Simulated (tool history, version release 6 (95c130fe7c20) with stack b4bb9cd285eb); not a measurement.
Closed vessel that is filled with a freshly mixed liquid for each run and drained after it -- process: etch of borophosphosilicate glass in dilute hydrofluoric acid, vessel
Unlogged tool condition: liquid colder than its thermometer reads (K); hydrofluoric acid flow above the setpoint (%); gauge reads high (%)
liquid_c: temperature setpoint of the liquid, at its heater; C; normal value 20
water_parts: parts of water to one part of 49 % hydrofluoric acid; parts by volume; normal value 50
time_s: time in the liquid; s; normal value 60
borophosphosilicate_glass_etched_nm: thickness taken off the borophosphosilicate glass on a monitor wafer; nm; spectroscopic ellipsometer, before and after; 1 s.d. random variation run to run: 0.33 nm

run   hour  liquid_c  water_parts  time_s  wafers since the last listed run  hours since the thermometer was replaced  hours since the hydrofluoric acid flow meter was replaced  hours since the gauge calibration  read-back film thickness of the borophosphosilicate glass reference wafer, read on the same gauge (nm)  borophosphosilicate_glass_etched_nm
  1      0        20           50      60                                 0                                      1249                                                      370.3                              118.9                                                                                                  120.01                                49.45
  2   14.6      21.5           50      60                              1210                                    1263.6                                                      384.9                              133.5                                                                                                     120                                52.58
  3   50.5      21.5           50      60                              2977                                    1299.5                                                      420.8                              169.4                                                                                                  119.99                                52.34
  4   70.6        20           50      60                              1666                                    1319.6                                                      440.9                              189.5                                                                                                  120.01                                48.89
  5  106.6        20           50      60                              2985                                    1355.6                                                      476.9                              225.5                                                                                                  120.01                                48.86
  6  135.9        20           50      60                              2429                                    1384.9                                                      506.2                              254.8                                                                                                  119.99                                48.96
  7  148.8        20           50      60                              1069                                    1397.8                                                      519.1                              267.7                                                                                                  119.99                                 48.3
  8  163.5        20           50      60                              1219                                    1412.5                                                      533.8                              282.4                                                                                                  119.99                                 48.4
  9  192.4        20           50      60                              2396                                    1441.4                                                      562.7                              311.3                                                                                                  119.98                                49.32
 10  223.1        20           50      60                              2545                                    1472.1                                                      593.4                                342                                                                                                  119.99                                48.66
     251.1  -- gauge calibrated
 11  272.6        20           50      60                              4104                                    1521.6                                                      642.9                               21.5                                                                                                  119.99                                47.92
 12  306.1        20           35      60                              2778                                    1555.1                                                      676.4                                 55                                                                                                  119.99                                70.75
     329.5  -- hydrofluoric acid flow meter replaced
 13    338        17           35      60                              2562                                      1587                                                        8.5                               86.9                                                                                                  119.99                                61.75
     342.5  -- thermometer replaced
 14  367.2        20           50      75                              2338                                      24.7                                                       37.7                              116.1                                                                                                  120.01                                 66.2
 15  381.5        20           50      60                              1185                                        39                                                         52                              130.4                                                                                                  119.99                                53.29
 16  406.2        20           25      60                              2048                                      63.7                                                       76.7                              155.1                                                                                                  119.99                               108.94
 17  432.5        20           50      60                              2181                                        90                                                        103                              181.4                                                                                                  120.01                                52.58
 18  462.7        20           50      80                              2504                                     120.2                                                      133.2                              211.6                                                                                                     120                                70.28
 19  492.3        20           50      35                              2454                                     149.8                                                      162.8                              241.2                                                                                                  119.99                                30.47
 20  505.6        17           35      40                              1102                                     163.1                                                      176.1                              254.5                                                                                                     120                                 44.9
 21  541.1        20           50      60                              2943                                     198.6                                                      211.6                                290                                                                                                  120.01                                52.17
 22  558.5        20           50      40                              1442                                       216                                                        229                              307.4                                                                                                  120.01                                35.17
 23  571.9        20           50      60                              1111                                     229.4                                                      242.4                              320.8                                                                                                  119.99                                52.31

Some steps in borophosphosilicate_glass_etched_nm between neighbouring runs. How much of each would the tool show without its hidden state too (settings, what came in, random variation), and how much is left for the hidden state, with any gauge scatter that isn't in both results?
Run 11 -> 12: water_parts 50 -> 35. borophosphosilicate_glass_etched_nm +22.83 nm: hidden state -2.87, all else +25.7.
Run 13 -> 14: liquid_c 17 -> 20, water_parts 35 -> 50, time_s 60 -> 75, thermometer replaced. borophosphosilicate_glass_etched_nm +4.45 nm: hidden state +6.67, all else -2.22.
Run 15 -> 16: water_parts 50 -> 25. borophosphosilicate_glass_etched_nm +55.65 nm: hidden state -1.1, all else +56.75.
Run 16 -> 17: water_parts 25 -> 50. borophosphosilicate_glass_etched_nm -56.36 nm: hidden state +0.94, all else -57.3.
